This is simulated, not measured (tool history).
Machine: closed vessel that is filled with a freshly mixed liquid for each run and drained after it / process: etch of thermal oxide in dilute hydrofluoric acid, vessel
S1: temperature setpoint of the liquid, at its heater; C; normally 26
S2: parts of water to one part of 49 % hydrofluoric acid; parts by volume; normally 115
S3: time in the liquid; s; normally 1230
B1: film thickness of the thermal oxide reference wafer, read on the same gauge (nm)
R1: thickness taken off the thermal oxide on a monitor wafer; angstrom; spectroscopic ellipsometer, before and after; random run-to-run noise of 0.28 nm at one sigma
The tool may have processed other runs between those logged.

Run 1, hour 0: usual settings; B1 149.98. Result: R1 653.1 angstrom.
At hour 63.5: gauge calibrated.
Run 2, hour 91.2: usual settings; B1 149.94. Result: R1 655.7 angstrom.
Run 3, hour 158.7: usual settings; B1 150.01. Result: R1 654 angstrom.
Run 4, hour 208.1: usual settings but S2 145 parts by volume; B1 150.02. Result: R1 503.7 angstrom.
Run 5, hour 266.5: usual settings but S2 135 parts by volume; B1 149.97. Result: R1 553.5 angstrom.
Run 6, hour 357.4: usual settings but S2 135 parts by volume; B1 150.02. Result: R1 556.3 angstrom.
At hour 395.2: hydrofluoric acid flow meter replaced.
At hour 437.7: thermometer replaced.
Run 7, hour 457.1: usual settings; B1 149.99. Result: R1 631.2 angstrom.
Run 8, hour 588: usual settings; B1 149.98. Result: R1 639.4 angstrom.
Run 9, hour 641.3: usual settings but S1 25 C, S3 1670 s; B1 149.95. Result: R1 831.2 angstrom.
Run 10, hour 715.7: usual settings but S1 25 C, S3 1670 s; B1 150.02. Result: R1 837.7 angstrom.
Run 11, hour 818.4: usual settings but S1 29 C, S3 685 s; B1 149.99. Result: R1 400.5 angstrom.
Run 12, hour 908.6: usual settings but S1 23 C, S2 55 parts by volume, S3 1700 s; B1 149.99. Result: R1 1796.6 angstrom.
Run 13, hour 964: usual settings; B1 150.04. Result: R1 645.6 angstrom.
Run 14, hour 1066.1: usual settings; B1 149.93. Result: R1 648.9 angstrom.
Run 15, hour 1168.1: usual settings; B1 150.01. Result: R1 647.7 angstrom.
At hour 1399.2: thermometer replaced.
Run 16, hour 1442.4: usual settings but S3 1585 s; B1 149.98. Result: R1 844.6 angstrom.
Run 17, hour 1547.7: usual settings; B1 150.02. Result: R1 663.6 angstrom.
Run 18, hour 1594.4: usual settings but S1 27.5 C, S2 80 parts by volume; B1 150. Result: R1 1053.5 angstrom.
Run 19, hour 1676.3: usual settings but S1 28 C, S2 95 parts by volume; B1 149.99. Result: R1 892.9 angstrom.
At hour 1744.5: hydrofluoric acid flow meter replaced.
Run 20, hour 1898.2: usual settings but S1 29 C, S2 75 parts by volume, S3 1755 s; B1 150.01. Result: R1 1635.9 angstrom.
Run 21, hour 1994.1: usual settings but S1 29 C, S2 170 parts by volume, S3 1785 s; B1 150.03. Result: R1 657.2 angstrom.
Run 22, hour 2052.7: usual settings but S1 27.5 C, S3 760 s; B1 149.99. Result: R1 419.3 angstrom.
Run 23, hour 2154.8: usual settings; B1 150.01. Result: R1 639 angstrom.
Run 24, hour 2204.7: usual settings but S1 29 C, S2 95 parts by volume; B1 150.02. Result: R1 902 angstrom.
Run 25, hour 2248.2: usual settings; B1 149.97. Result: R1 645.8 angstrom.
Run 26, hour 2292.3: usual settings but S1 22 C, S2 85 parts by volume, S3 1675 s; B1 149.99. Result: R1 1046.2 angstrom.
Run 27, hour 2349.6: usual settings but S1 28 C, S2 75 parts by volume; B1 150.01. Result: R1 1132.4 angstrom.
Run 28, hour 2414.1: usual settings but S1 31 C, S3 575 s; B1 149.96. Result: R1 363.1 angstrom.
At hour 2445.2: thermometer replaced.
Run 29, hour 2519: usual settings; B1 149.98. Result: R1 654.5 angstrom.
Run 30, hour 2604.4: usual settings but S1 21.5 C, S2 170 parts by volume, S3 500 s; B1 150.05. Result: R1 141.8 angstrom.
Run 31, hour 2642.7: usual settings but S1 23 C; B1 149.99. Result: R1 582.1 angstrom.
Run 32, hour 2692.6: usual settings but S3 675 s; B1 150.02. Result: R1 360.1 angstrom.
Run 33, hour 2762.2: usual settings; B1 150.01. Result: R1 654.7 angstrom.
Run 34, hour 2805.7: usual settings; B1 150.02. Result: R1 662 angstrom.

Consider 3 possible next runs. They are alternatives, not a sequence: every one starts from the tool as it was left by run 34. What does each give?
Run A, hour 2806.7: usual settings; B1 ?. Result: R1 ?.
Run B, hour 2806.7: usual settings but S1 28.5 C; B1 ?. Result: R1 ?.
Run C, hour 2806.7: usual settings but S1 23.5 C, S2 60 parts by volume, S3 750 s; B1 ?. Result: R1 ?.

run      B1     R1
  A  150.01  658.3
  B  150.01  724.2
  C  150.01  745.3
With no hidden state in the tool, these same runs would have given:
run     R1
  A  628.3
  B    691
  C  713.2
